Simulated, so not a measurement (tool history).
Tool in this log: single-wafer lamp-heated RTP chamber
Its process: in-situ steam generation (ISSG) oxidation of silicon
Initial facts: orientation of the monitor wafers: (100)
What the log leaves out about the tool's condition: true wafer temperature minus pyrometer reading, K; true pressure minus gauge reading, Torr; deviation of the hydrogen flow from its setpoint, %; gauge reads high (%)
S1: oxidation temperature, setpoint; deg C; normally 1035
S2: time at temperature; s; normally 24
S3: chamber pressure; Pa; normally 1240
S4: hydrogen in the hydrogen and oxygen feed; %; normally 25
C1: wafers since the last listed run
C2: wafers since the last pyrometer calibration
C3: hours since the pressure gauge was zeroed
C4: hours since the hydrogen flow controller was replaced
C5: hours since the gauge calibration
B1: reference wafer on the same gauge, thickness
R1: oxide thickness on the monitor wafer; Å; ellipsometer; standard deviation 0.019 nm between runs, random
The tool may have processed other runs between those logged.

run,hour,S1,S2,S3,S4,C1,C2,C3,C4,C5,B1,R1
1,0.0,1035,30,1240,27,0,3777,4600.2,3974.8,282.7,8.241,87.70
2,14.3,1035,30,1240,27,172,3949,4614.5,3989.1,297.0,8.239,88.18
3,24.6,1035,24,1240,25,124,4074,4624.8,3999.4,307.3,8.236,76.92
4,36.7,1035,24,1240,25,145,4220,4636.9,4011.5,319.4,8.240,77.02
5,43.5,1035,24,1240,25,82,4302,4643.7,4018.3,326.2,8.242,77.07
6,58.7,1022,29,1240,25,183,4485,4658.9,4033.5,341.4,8.243,79.35
7,74.4,1035,24,1240,25,189,4675,4674.6,4049.2,357.1,8.238,76.59
8,83.1,1035,24,1240,25,104,4779,4683.3,4057.9,365.8,8.242,76.94
9,97.3,1035,24,1240,25,171,4951,4697.5,4072.1,380.0,8.241,76.49
10,122.5,1035,24,1240,25,304,5255,4722.7,4097.3,405.2,8.240,76.84
11,133.0,1024,24,1240,25,126,5382,4733.2,4107.8,415.7,8.239,72.78
12,141.6,1035,24,1240,20,103,5485,4741.8,4116.4,424.3,8.242,73.26
13,150.7,1035,24,1240,20,109,5595,4750.9,4125.5,433.4,8.241,72.81
14,165.5,1028,24,1120,25,178,5774,4765.7,4140.3,448.2,8.235,75.17
# hour 174.1: pressure gauge zeroed
15,180.5,1035,24,1240,20,84,5858,6.4,4155.3,463.2,8.235,73.08
16,195.3,1035,24,1240,25,178,6037,21.2,4170.1,478.0,8.241,77.14
# hour 204.4: gauge calibrated
17,211.5,1035,24,1240,25,195,6232,37.4,4186.3,7.1,8.236,76.89
# hour 224.8: pyrometer window cleaned and pyrometer calibrated
18,225.3,1021,29,1107,16,69,5,51.2,4200.1,20.9,8.240,72.29
19,234.2,1035,18,1240,30,107,113,60.1,4209.0,29.8,8.241,69.46
20,247.7,1035,24,1240,25,162,276,73.6,4222.5,43.3,8.240,76.91
21,259.6,1048,24,1240,25,143,419,85.5,4234.4,55.2,8.242,82.60
# hour 272.0: hydrogen flow controller replaced
22,273.6,1035,24,1240,25,72,492,99.5,1.6,69.2,8.241,76.82
23,281.9,1035,24,1307,25,100,592,107.8,9.9,77.5,8.236,76.16
24,288.2,1035,17,1360,29,76,668,114.1,16.2,83.8,8.243,65.81
25,301.3,1035,24,1240,21,158,826,127.2,29.3,96.9,8.234,73.79
26,307.8,1028,28,1240,25,78,904,133.7,35.8,103.4,8.243,80.09
27,314.4,1035,16,1240,18,79,984,140.3,42.4,110.0,8.242,58.30
28,323.3,1035,24,1240,25,107,1091,149.2,51.3,118.9,8.238,77.01
29,341.1,1052,24,1040,25,214,1306,167.0,69.1,136.7,8.243,85.15
30,352.4,1035,24,1240,25,136,1442,178.3,80.4,148.0,8.248,76.61
31,368.3,1054,24,1240,25,191,1634,194.2,96.3,163.9,8.241,85.21

Consider 4 possible next runs. They are alternatives, not a sequence: every one starts from the tool as it was left by run 31. What does each give?
A,368.7,1035,24,1240,25,4,1639,194.6,96.7,164.3,?,?
B,368.7,1035,32,1053,25,4,1639,194.6,96.7,164.3,?,?
C,368.7,1035,32,1240,25,4,1639,194.6,96.7,164.3,?,?
D,368.7,1035,29,1240,28,4,1639,194.6,96.7,164.3,?,?

run,B1,R1
A,8.240,77.05
B,8.240,90.79
C,8.240,89.56
D,8.240,87.17
Without the tool's hidden state the same runs would have given:
run,R1
A,77.05
B,90.79
C,89.56
D,87.17
